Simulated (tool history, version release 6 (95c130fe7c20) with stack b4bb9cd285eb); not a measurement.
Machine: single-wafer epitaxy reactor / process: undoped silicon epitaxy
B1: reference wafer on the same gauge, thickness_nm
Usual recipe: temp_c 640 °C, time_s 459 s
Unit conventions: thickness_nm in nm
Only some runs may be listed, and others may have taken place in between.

Run 1, day 0.000: usual settings but time_s 439 s; B1 67.514. Result: thickness_nm 60.962 nm.
Run 2, day 3.017: usual settings but time_s 439 s; B1 67.495. Result: thickness_nm 60.474 nm.
Run 3, day 4.875: usual settings but time_s 439 s; B1 67.514. Result: thickness_nm 61.052 nm.
Run 4, day 16.558: usual settings; B1 67.584. Result: thickness_nm 63.961 nm.
Run 5, day 19.512: usual settings; B1 67.467. Result: thickness_nm 62.845 nm.
Run 6, day 22.462: usual settings; B1 67.457. Result: thickness_nm 63.663 nm.
At day 24.108: gauge calibrated.
Run 7, day 25.642: usual settings but temp_c 628 °C; B1 67.489. Result: thickness_nm 46.494 nm.
At day 26.600: pyrometer calibrated.
Run 8, day 31.712: usual settings but temp_c 628 °C; B1 67.465. Result: thickness_nm 48.734 nm.
Run 9, day 34.196: usual settings but time_s 548 s; B1 67.418. Result: thickness_nm 79.460 nm.
Run 10, day 38.675: usual settings but temp_c 649 °C; B1 67.524. Result: thickness_nm 82.022 nm.
Run 11, day 41.692: usual settings but time_s 439 s; B1 67.491. Result: thickness_nm 62.634 nm.
Run 12, day 43.775: usual settings but time_s 439 s; B1 67.492. Result: thickness_nm 62.580 nm.
Run 13, day 45.475: usual settings but temp_c 634 °C, time_s 433 s; B1 67.521. Result: thickness_nm 52.300 nm.
Run 14, day 48.592: usual settings but time_s 377 s; B1 67.494. Result: thickness_nm 52.941 nm.
Run 15, day 51.133: usual settings but temp_c 632 °C, time_s 523 s; B1 67.515. Result: thickness_nm 59.796 nm.
Run 16, day 54.738: usual settings but temp_c 647 °C; B1 67.461. Result: thickness_nm 76.407 nm.

List, for all runs, the conditions of the tool that the log does not record:
gauge reads high (%): 0, the same for each run
H1: wafer temperature above the value expected at the setpoint (K)
run      H1
  1   -1.68
  2    -1.7
  3   -1.71
  4   -1.78
  5   -1.79
  6    -1.8
  7   -1.81
  8   -0.21
  9  -0.359
 10  -0.592
 11  -0.726
 12  -0.809
 13  -0.872
 14  -0.976
 15   -1.05
 16   -1.15

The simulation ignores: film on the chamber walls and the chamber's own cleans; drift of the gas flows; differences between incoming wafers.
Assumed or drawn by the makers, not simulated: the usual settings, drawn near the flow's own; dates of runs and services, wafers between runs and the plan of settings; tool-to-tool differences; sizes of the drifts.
